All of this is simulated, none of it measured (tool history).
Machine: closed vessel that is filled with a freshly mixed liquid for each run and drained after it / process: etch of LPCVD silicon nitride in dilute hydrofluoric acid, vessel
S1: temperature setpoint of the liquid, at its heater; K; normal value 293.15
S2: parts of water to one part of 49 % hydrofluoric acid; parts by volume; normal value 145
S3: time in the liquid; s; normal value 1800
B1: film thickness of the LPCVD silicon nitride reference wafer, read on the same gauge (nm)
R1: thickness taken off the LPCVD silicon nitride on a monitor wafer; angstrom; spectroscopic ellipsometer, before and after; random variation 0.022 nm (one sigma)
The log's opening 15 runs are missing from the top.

Run 16, hour 459.7: usual settings; B1 99.995. Result: R1 45.54 angstrom.
Run 17, hour 472.3: usual settings but S2 200 parts by volume, S3 2865 s; B1 100.025. Result: R1 53.17 angstrom.
Run 18, hour 496.3: usual settings but S1 297.15 K, S2 125 parts by volume, S3 985 s; B1 99.996. Result: R1 37.80 angstrom.
Run 19, hour 520.4: usual settings but S1 297.65 K, S2 115 parts by volume, S3 1480 s; B1 99.982. Result: R1 63.09 angstrom.
At hour 546.5: thermometer replaced.
Run 20, hour 547.0: usual settings; B1 99.985. Result: R1 45.22 angstrom.
Run 21, hour 570.0: usual settings but S1 291.15 K; B1 100.015. Result: R1 39.83 angstrom.
Run 22, hour 589.3: usual settings but S1 291.65 K, S2 110 parts by volume, S3 2380 s; B1 99.998. Result: R1 71.00 angstrom.
Run 23, hour 612.0: usual settings but S1 290.15 K; B1 100.033. Result: R1 36.94 angstrom.
At hour 633.7: hydrofluoric acid flow meter replaced, repeated, since the last time left the tool worse.
Run 24, hour 675.1: usual settings but S2 215 parts by volume, S3 2330 s; B1 100.005. Result: R1 43.13 angstrom.
Run 25, hour 689.0: usual settings but S1 290.15 K, S2 110 parts by volume, S3 2295 s; B1 100.006. Result: R1 66.22 angstrom.
Run 26, hour 707.1: usual settings but S1 290.15 K, S2 180 parts by volume; B1 100.014. Result: R1 32.30 angstrom.
Run 27, hour 723.7: usual settings but S1 291.15 K, S2 180 parts by volume, S3 2765 s; B1 99.978. Result: R1 52.94 angstrom.
Run 28, hour 740.8: usual settings; B1 100.033. Result: R1 48.42 angstrom.
Run 29, hour 761.3: usual settings but S1 290.15 K, S2 95 parts by volume; B1 100.009. Result: R1 59.92 angstrom.
Run 30, hour 777.2: usual settings; B1 100.025. Result: R1 48.38 angstrom.
Run 31, hour 808.8: usual settings; B1 99.990. Result: R1 48.45 angstrom.
Run 32, hour 831.9: usual settings but S1 297.15 K, S2 215 parts by volume, S3 2860 s; B1 100.007. Result: R1 67.57 angstrom.
Run 33, hour 847.0: usual settings but S1 290.15 K, S2 180 parts by volume, S3 2205 s; B1 99.982. Result: R1 39.39 angstrom.

3 ways to go on from here, each from the tool as it stands after run 33. What would each give?
Run A, hour 848.2: usual settings; B1 ?. Result: R1 ?.
Run B, hour 848.2: usual settings but S3 935 s; B1 ?. Result: R1 ?.
Run C, hour 848.2: usual settings but S1 294.65 K, S2 95 parts by volume, S3 2620 s; B1 ?. Result: R1 ?.

run       B1      R1
  A  100.022   48.42
  B  100.022   25.15
  C  100.022  117.85
What these runs would have given with no unlogged condition in the tool:
run      R1
  A   48.83
  B   25.36
  C  118.85
